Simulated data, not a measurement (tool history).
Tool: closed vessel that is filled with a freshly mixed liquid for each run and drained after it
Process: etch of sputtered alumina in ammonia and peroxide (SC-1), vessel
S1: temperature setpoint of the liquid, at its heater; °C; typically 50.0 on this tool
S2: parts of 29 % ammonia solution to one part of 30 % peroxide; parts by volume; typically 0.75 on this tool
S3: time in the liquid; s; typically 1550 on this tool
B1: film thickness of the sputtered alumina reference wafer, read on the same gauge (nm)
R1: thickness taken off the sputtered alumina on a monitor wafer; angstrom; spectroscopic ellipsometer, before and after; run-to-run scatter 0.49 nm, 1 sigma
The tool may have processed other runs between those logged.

Run 1, hour 0.0: usual settings but S1 46.0 °C, S2 0.95 parts by volume; B1 109.98. Result: R1 401.8 angstrom.
Run 2, hour 27.4: usual settings but S1 46.0 °C, S2 0.95 parts by volume; B1 110.01. Result: R1 404.0 angstrom.
Run 3, hour 46.2: usual settings but S1 47.5 °C, S2 0.65 parts by volume; B1 109.99. Result: R1 426.4 angstrom.
Run 4, hour 62.8: usual settings but S1 47.5 °C, S2 0.65 parts by volume; B1 110.00. Result: R1 422.8 angstrom.
Run 5, hour 84.4: usual settings but S1 47.5 °C, S2 0.65 parts by volume; B1 109.99. Result: R1 424.5 angstrom.
Run 6, hour 108.2: usual settings; B1 110.03. Result: R1 489.3 angstrom.
Run 7, hour 135.7: usual settings; B1 109.98. Result: R1 493.5 angstrom.
Run 8, hour 159.0: usual settings; B1 110.00. Result: R1 497.2 angstrom.
At hour 175.0: thermometer replaced.
Run 9, hour 178.9: usual settings; B1 109.98. Result: R1 458.5 angstrom.
Run 10, hour 195.9: usual settings; B1 110.00. Result: R1 462.4 angstrom.
Run 11, hour 217.9: usual settings; B1 110.00. Result: R1 455.9 angstrom.
At hour 226.8: ammonia flow meter replaced.
Run 12, hour 231.2: usual settings but S1 47.5 °C; B1 110.00. Result: R1 397.2 angstrom.
Run 13, hour 251.1: usual settings but S1 47.5 °C; B1 109.99. Result: R1 396.0 angstrom.
Run 14, hour 264.2: usual settings but S2 0.50 parts by volume, S3 2045 s; B1 110.00. Result: R1 572.9 angstrom.
At hour 288.0: thermometer replaced, repeated, since the last time left the tool worse.
Run 15, hour 299.2: usual settings; B1 110.00. Result: R1 546.4 angstrom.
At hour 315.7: gauge calibrated.
Run 16, hour 327.2: usual settings; B1 110.00. Result: R1 534.5 angstrom.
Run 17, hour 340.4: usual settings but S1 59.5 °C, S3 2235 s; B1 110.00. Result: R1 1302.8 angstrom.
At hour 352.6: new drum of ammonia solution connected.
Run 18, hour 375.2: usual settings but S1 53.0 °C, S2 0.35 parts by volume, S3 1910 s; B1 110.00. Result: R1 716.9 angstrom.
Run 19, hour 391.5: usual settings but S1 42.0 °C, S2 0.40 parts by volume; B1 109.99. Result: R1 315.9 angstrom.
Run 20, hour 416.9: usual settings but S2 0.40 parts by volume; B1 110.00. Result: R1 504.8 angstrom.
Run 21, hour 437.1: usual settings but S3 1920 s; B1 109.99. Result: R1 659.6 angstrom.
Run 22, hour 458.0: usual settings but S2 0.90 parts by volume; B1 109.98. Result: R1 539.5 angstrom.
Run 23, hour 484.4: usual settings but S1 55.5 °C; B1 109.99. Result: R1 734.3 angstrom.
Run 24, hour 504.4: usual settings but S1 54.5 °C, S2 0.95 parts by volume; B1 109.99. Result: R1 702.9 angstrom.
Run 25, hour 533.0: usual settings but S1 58.5 °C, S2 0.45 parts by volume, S3 655 s; B1 110.01. Result: R1 333.0 angstrom.
Run 26, hour 560.7: usual settings but S1 45.5 °C, S2 0.50 parts by volume, S3 2330 s; B1 109.98. Result: R1 590.8 angstrom.

Predict each of these 4 candidate next runs independently; none follows another, all start after run 26:
Run A, hour 561.8: usual settings but S1 45.0 °C; B1 ?. Result: R1 ?.
Run B, hour 561.8: usual settings but S2 0.95 parts by volume; B1 ?. Result: R1 ?.
Run C, hour 561.8: usual settings but S1 59.0 °C; B1 ?. Result: R1 ?.
Run D, hour 561.8: usual settings but S1 54.5 °C, S3 800 s; B1 ?. Result: R1 ?.

run      B1     R1
  A  110.00  398.5
  B  110.00  539.5
  C  110.00  853.2
  D  110.00  347.6
The same runs, with their run-to-run variation unchanged, on a tool lacking any hidden condition would have given:
run     R1
  A  406.8
  B  550.3
  C  869.3
  D  354.3
